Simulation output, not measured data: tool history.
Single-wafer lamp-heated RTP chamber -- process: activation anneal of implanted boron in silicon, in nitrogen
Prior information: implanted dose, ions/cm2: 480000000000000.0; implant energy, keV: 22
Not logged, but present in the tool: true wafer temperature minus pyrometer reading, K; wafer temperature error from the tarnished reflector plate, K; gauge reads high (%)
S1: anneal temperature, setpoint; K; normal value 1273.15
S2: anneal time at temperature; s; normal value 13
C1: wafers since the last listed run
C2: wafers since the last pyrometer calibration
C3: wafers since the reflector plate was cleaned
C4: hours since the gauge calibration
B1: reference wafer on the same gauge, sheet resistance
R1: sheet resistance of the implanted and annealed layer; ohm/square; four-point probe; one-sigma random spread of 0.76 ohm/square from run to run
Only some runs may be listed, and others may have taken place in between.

| run | hour | S1 | S2 | C1 | C2 | C3 | C4 | B1 | R1 |
|---|---|---|---|---|---|---|---|---|---|
| 1 | 0 | 1273.15 | 13 | 0 | 935 | 3312 | 1466 | 236.64 | 215.69 |
| 2 | 46.9 | 1273.15 | 10 | 520 | 1455 | 3832 | 1512.9 | 236.55 | 216.4 |
| 3 | 85.1 | 1273.15 | 13 | 423 | 1879 | 4256 | 1551.1 | 236.83 | 215.36 |
| 4 | 145.2 | 1273.15 | 13 | 666 | 2546 | 4922 | 1611.2 | 237.13 | 216.88 |
| 5 | 235.1 | 1273.15 | 13 | 997 | 3543 | 5919 | 1701.1 | 237.29 | 216.5 |
| 6 | 288.8 | 1273.15 | 15 | 595 | 4138 | 6515 | 1754.8 | 237.86 | 215.51 |
| 7 | 324.2 | 1273.15 | 15 | 392 | 4531 | 6907 | 1790.2 | 237.68 | 216.27 |
| 8 | 388.8 | 1288.15 | 13 | 716 | 5247 | 7624 | 1854.8 | 237.76 | 212.11 |
| 9 | 419 | 1293.15 | 13 | 334 | 5582 | 7959 | 1885 | 238.11 | 211.88 |
|  | 433.2 | pyrometer window cleaned and pyrometer calibrated |
| 10 | 454.1 | 1273.15 | 13 | 300 | 231 | 8259 | 1920.1 | 238.19 | 216.23 |
| 11 | 498.3 | 1273.15 | 9 | 490 | 721 | 8750 | 1964.3 | 238.43 | 218.85 |
|  | 560.8 | gauge calibrated |
|  | 577.3 | reflector plate cleaned |
| 12 | 577.8 | 1259.15 | 13 | 793 | 1514 | 5 | 17 | 234.15 | 222.03 |
| 13 | 612.2 | 1259.15 | 13 | 381 | 1896 | 387 | 51.4 | 234.43 | 221.75 |
| 14 | 653.6 | 1259.15 | 13 | 459 | 2355 | 846 | 92.8 | 234.39 | 220.43 |
| 15 | 709.8 | 1273.15 | 13 | 623 | 2978 | 1469 | 149 | 234.12 | 213.32 |
| 16 | 746.7 | 1273.15 | 13 | 409 | 3387 | 1879 | 185.9 | 234.3 | 212.7 |
| 17 | 776.8 | 1273.15 | 13 | 333 | 3721 | 2212 | 216 | 234.3 | 212.5 |
| 18 | 817.2 | 1287.15 | 10 | 448 | 4169 | 2661 | 256.4 | 234.25 | 209.33 |
| 19 | 880.2 | 1265.15 | 7 | 698 | 4868 | 3359 | 319.4 | 234.06 | 221.86 |
| 20 | 904.9 | 1251.15 | 9 | 273 | 5142 | 3633 | 344.1 | 234.61 | 232.78 |
| 21 | 935.8 | 1257.15 | 7 | 342 | 5485 | 3976 | 375 | 234.31 | 226.42 |
|  | 960.2 | pyrometer window cleaned and pyrometer calibrated |
| 22 | 1092.3 | 1296.15 | 13 | 1647 | 1465 | 5623 | 531.5 | 234.35 | 207.59 |
| 23 | 1150.9 | 1273.15 | 15 | 649 | 2115 | 6273 | 590.1 | 234.76 | 212.48 |
| 24 | 1206.1 | 1261.15 | 10 | 612 | 2727 | 6885 | 645.3 | 234.55 | 222.46 |
| 25 | 1267.5 | 1257.15 | 15 | 680 | 3408 | 7566 | 706.7 | 234.65 | 221.5 |
| 26 | 1312.3 | 1245.15 | 6 | 496 | 3905 | 8063 | 751.5 | 234.66 | 243.17 |
| 27 | 1375.2 | 1273.15 | 13 | 697 | 4603 | 8761 | 814.4 | 234.89 | 213.07 |
|  | 1395.5 | reflector plate cleaned |
| 28 | 1434 | 1257.15 | 15 | 563 | 5166 | 426 | 873.2 | 235.27 | 222.14 |
|  | 1451.3 | pyrometer window cleaned and pyrometer calibrated |
| 29 | 1479.5 | 1273.15 | 13 | 415 | 313 | 842 | 918.7 | 234.88 | 214.53 |
| 30 | 1544.3 | 1259.15 | 18 | 718 | 1031 | 1561 | 983.5 | 235.2 | 219.69 |
| 31 | 1570.5 | 1299.15 | 8 | 290 | 1322 | 1851 | 1009.7 | 235.2 | 209.25 |
| 32 | 1607.7 | 1273.15 | 13 | 412 | 1734 | 2264 | 1046.9 | 235.5 | 213.1 |
| 33 | 1670 | 1284.15 | 19 | 690 | 2425 | 2955 | 1109.2 | 235.27 | 211.18 |
| 34 | 1710.9 | 1273.15 | 20 | 453 | 2879 | 3409 | 1150.1 | 235.36 | 211.9 |
| 35 | 1770.9 | 1273.15 | 13 | 665 | 3545 | 4074 | 1210.1 | 235.6 | 215.23 |

Hidden condition of the tool, last listed run before each entry between runs versus first listed run after:
After run 9, before run 10: pyrometer window cleaned and pyrometer calibrated (hour 433.2)
  gauge reads high (%): 1.76 -> 1.82
  measured minus no-state result, R1: +3.66 -> +3.87 ohm/square
After run 11, before run 12: gauge calibrated (hour 560.8); reflector plate cleaned (hour 577.3)
  gauge reads high (%): 1.9 -> 0.0797
  measured minus no-state result, R1: +4.09 -> +0.17 ohm/square
After run 21, before run 22: pyrometer window cleaned and pyrometer calibrated (hour 960.2)
  gauge reads high (%): 0.146 -> 0.213
  measured minus no-state result, R1: +0.33 -> +0.44 ohm/square
After run 27, before run 28: reflector plate cleaned (hour 1395.5)
  gauge reads high (%): 0.393 -> 0.44
  measured minus no-state result, R1: +0.83 -> +0.97 ohm/square
After run 28, before run 29: pyrometer window cleaned and pyrometer calibrated (hour 1451.3)
  gauge reads high (%): 0.44 -> 0.478
  measured minus no-state result, R1: +0.97 -> +1.02 ohm/square

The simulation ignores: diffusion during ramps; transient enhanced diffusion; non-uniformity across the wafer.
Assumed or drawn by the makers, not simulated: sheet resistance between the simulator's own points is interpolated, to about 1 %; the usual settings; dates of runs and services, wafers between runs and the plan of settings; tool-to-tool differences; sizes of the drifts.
